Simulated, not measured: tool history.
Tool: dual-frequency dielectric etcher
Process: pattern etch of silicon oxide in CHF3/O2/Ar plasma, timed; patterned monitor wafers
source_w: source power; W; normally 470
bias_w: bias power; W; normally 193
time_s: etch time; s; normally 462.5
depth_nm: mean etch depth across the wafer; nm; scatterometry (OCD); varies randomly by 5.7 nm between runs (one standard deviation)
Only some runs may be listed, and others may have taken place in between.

run,hour,source_w,bias_w,time_s,wafers since the last listed run,hours since the last wet clean,hours since the last source power generator calibration,hours since the last bias power generator calibration,hours since the last upper electrode change,hours since the gauge calibration,"read-back reference wafer on the same gauge, depth_nm",depth_nm
1,0,470,206,462.5,0,0.6,3761.4,4706.5,3901,1285.6,710.7,865.6
# hour 23.7: bias power generator calibrated
2,54.9,470,163,512.5,225,55.5,3816.3,31.2,3955.9,1340.5,708.8,929.5
3,122.1,470,163,512.5,298,122.7,3883.5,98.4,4023.1,1407.7,708,930.5
4,166.9,470,193,462.5,198,167.5,3928.3,143.2,4067.9,1452.5,706.1,871.8
5,221.2,470,193,462.5,241,221.8,3982.6,197.5,4122.2,1506.8,707.6,879.3
# hour 235: source power generator calibrated
6,264.4,470,193,462.5,174,265,29.4,240.7,4165.4,1550,706.5,883.1
7,315.6,470,241,498.5,227,316.2,80.6,291.9,4216.6,1601.2,708.8,1010.8
# hour 349.3: upper electrode replaced, of another model than before
8,384.2,360,208,462.5,197,384.8,149.2,360.5,34.9,1669.8,708.8,842.5
9,454.3,470,148,584.5,311,454.9,219.3,430.6,105,1739.9,708.4,1097.9
10,499.2,470,149,341.5,199,499.8,264.2,475.5,149.9,1784.8,708.2,653.3
11,554.1,350,193,462.5,243,554.7,319.1,530.4,204.8,1839.7,709.1,827.4
# hour 578.5: gauge calibrated
# hour 603.3: wet clean of the chamber
12,603.8,470,193,462.5,114,0.5,368.8,580.1,254.5,25.3,710.7,866
13,651.3,430,227,391.5,210,48,416.3,627.6,302,72.8,707.8,734.2
14,700.7,470,193,462.5,219,97.4,465.7,677,351.4,122.2,708.3,878.9
15,760.2,470,193,462.5,264,156.9,525.2,736.5,410.9,181.7,706.1,875.1
16,831.1,470,193,367,314,227.8,596.1,807.4,481.8,252.6,706.9,701
17,868,470,193,396,163,264.7,633,844.3,518.7,289.5,710.7,760.1
18,911.8,350,147,557.5,194,308.5,676.8,888.1,562.5,333.3,709.2,960.5
19,967.2,530,219,401.5,245,363.9,732.2,943.5,617.9,388.7,709.3,804.3
20,1009.7,470,193,462.5,188,406.4,774.7,986,660.4,431.2,707.7,906.8
21,1047.8,470,193,391,169,444.5,812.8,1024.1,698.5,469.3,706.3,761.2
# hour 1114.4: wet clean of the chamber
22,1216,360,208,329,640,101.6,981,1192.3,866.7,637.5,707.6,577.5
23,1279.1,400,160,382.5,280,164.7,1044.1,1255.4,929.8,700.6,708.7,685
24,1351.1,560,193,417,319,236.7,1116.1,1327.4,1001.8,772.6,705.6,825.7
25,1413.1,360,193,462.5,275,298.7,1178.1,1389.4,1063.8,834.6,708.1,820.1
26,1482.3,360,220,462.5,307,367.9,1247.3,1458.6,1133,903.8,708.1,835.7
27,1538.9,530,221,391.5,251,424.5,1303.9,1515.2,1189.6,960.4,708.9,793.7

Run 28 comes next. What will it give?
28,1564.9,470,193,462.5,115,450.5,1329.9,1541.2,1215.6,986.4,?,?

{"run 28": {"read-back reference wafer on the same gauge, depth_nm": 706.9, "depth_nm": 900.4}}
With the hidden condition absent and the run-to-run variation left alone, this run would have shown depth_nm 869.5 nm.

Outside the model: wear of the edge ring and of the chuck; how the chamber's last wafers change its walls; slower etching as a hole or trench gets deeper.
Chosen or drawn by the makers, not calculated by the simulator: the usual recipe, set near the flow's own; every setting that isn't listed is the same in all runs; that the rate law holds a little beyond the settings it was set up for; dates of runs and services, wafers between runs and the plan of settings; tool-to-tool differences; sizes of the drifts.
